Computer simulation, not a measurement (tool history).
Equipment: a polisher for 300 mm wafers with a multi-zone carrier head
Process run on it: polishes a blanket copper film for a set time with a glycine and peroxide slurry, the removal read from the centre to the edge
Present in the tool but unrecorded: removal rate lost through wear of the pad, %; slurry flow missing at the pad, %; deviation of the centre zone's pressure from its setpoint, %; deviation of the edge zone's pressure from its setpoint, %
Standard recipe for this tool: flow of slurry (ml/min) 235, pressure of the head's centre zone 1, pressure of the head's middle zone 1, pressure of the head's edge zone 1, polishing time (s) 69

run	day	flow of slurry (ml/min)	pressure of the head's centre zone	pressure of the head's middle zone	pressure of the head's edge zone	polishing time (s)	wafers since the last listed run	wafers polished on this pad	hours since the slurry nozzle was cleaned	hours since the centre zone pressure was calibrated	hours since the edge zone pressure was calibrated	hours since the carrier head's membrane was replaced	incoming thickness of the incoming film, nm	film removed at the wafer's centre (Å)	film removed at mid-radius (Å)	film removed at the wafer's edge (Å)
1	0	235	1	1	1	74	0	144	111	301.3	224.5	60.3	2205.3	2932	2899	2854
2	0.804	235	1	1	1	74	184	328	130.3	320.6	243.8	79.6	2201.7	2922	2957	2833
# day 0.933: centre zone pressure recalibrated
3	1.512	235	1	0.89	1	69	143	472	147.3	13.9	260.8	96.6	2231.8	2701	2480	2651
4	2.733	200	1	1.06	1	69	280	752	176.6	43.2	290.1	125.9	2220.2	2616	2792	2587
# day 4.383: slurry nozzle cleaned
# day 4.438: edge zone pressure recalibrated
5	5.429	235	1	1	1	55	597	1350	25.1	107.9	23.8	190.6	2193.4	2101	2086	2076
6	6.35	235	0.9	1	1	69	211	1561	47.2	130	45.9	212.7	2255.4	2439	2616	2524
7	7.412	210	0.96	1	1.06	80	243	1805	72.7	155.5	71.4	238.2	2205.7	2850	2915	2974
# day 7.704: worn pad replaced by a new one
8	8.667	235	1	1	1	69	249	221	102.8	185.6	101.5	268.3	2192.5	2687	2720	2698
9	9.971	235	1	1	1	69	299	520	134.1	216.9	132.8	299.6	2202.7	2704	2719	2616
10	11.071	235	1	0.9	0.9	69	252	773	160.5	243.3	159.2	326	2217.1	2728	2386	2495
11	11.988	235	1	1	1	69	210	983	182.5	265.3	181.2	348	2209.5	2637	2667	2597
# day 12.812: slurry nozzle cleaned
12	13.25	235	0.92	1	1.04	57	280	1264	10.5	295.6	211.5	378.3	2218.2	2042	2195	2172
13	14.004	235	1	1	0.88	75	173	1437	28.6	313.7	229.6	396.4	2252	2827	2811	2616
14	14.762	235	1	1	1	69	174	1611	46.8	331.9	247.8	414.6	2160.9	2602	2591	2534
# day 15.033: centre zone pressure recalibrated
# day 15.062: worn pad replaced by a new one
15	16.204	175	0.91	1	0.96	69	304	262	81.4	28.1	282.4	449.2	2219.3	2366	2555	2516
16	17.512	235	1	1.05	1	69	300	562	112.8	59.5	313.8	480.6	2189.3	2714	2793	2610
17	18.983	310	1	1	1	59	337	900	148.1	94.8	349.1	515.9	2201.8	2360	2330	2271
18	19.85	235	0.92	1.04	1	69	198	1099	168.9	115.6	369.9	536.7	2211.8	2520	2669	2609
19	20.483	260	1.1	1.05	1	90	145	1244	184.1	130.8	385.1	551.9	2209.1	3745	3562	3354
20	21.454	235	0.92	1	1	69	222	1467	207.4	154.1	408.4	575.2	2217.9	2480	2565	2538
21	22.242	300	1.06	1	1	69	180	1648	226.3	173	427.3	594.1	2195.5	2804	2663	2610
# day 22.617: slurry nozzle cleaned
# day 22.704: edge zone pressure recalibrated
# day 23.133: worn pad replaced by a new one
22	23.154	235	1	1	1	69	142	4	12.9	194.9	10.8	616	2199.3	2735	2722	2694
23	23.812	175	1.05	1	1	81	151	156	28.7	210.7	26.6	631.8	2167	3200	3038	3045

Predict each of these 3 candidate next runs independently; none follows another, all start after run 23:
A	23.829	235	1	0.96	1	69	3	159	29.1	211.1	27	632.2	2219.5	?	?	?
B	23.829	235	0.93	0.9	1	53	3	159	29.1	211.1	27	632.2	2219.5	?	?	?
C	23.829	205	1	1	1	69	3	159	29.1	211.1	27	632.2	2219.5	?	?	?

run	film removed at the wafer's centre (Å)	film removed at mid-radius (Å)	film removed at the wafer's edge (Å)
A	2723	2722	2701
B	1982	1982	2076
C	2663	2761	2659
Without the tool's unlogged condition, the same runs would have read:
run	film removed at the wafer's centre (Å)	film removed at mid-radius (Å)	film removed at the wafer's edge (Å)
A	2739	2739	2717
B	1994	1994	2089
C	2680	2778	2675

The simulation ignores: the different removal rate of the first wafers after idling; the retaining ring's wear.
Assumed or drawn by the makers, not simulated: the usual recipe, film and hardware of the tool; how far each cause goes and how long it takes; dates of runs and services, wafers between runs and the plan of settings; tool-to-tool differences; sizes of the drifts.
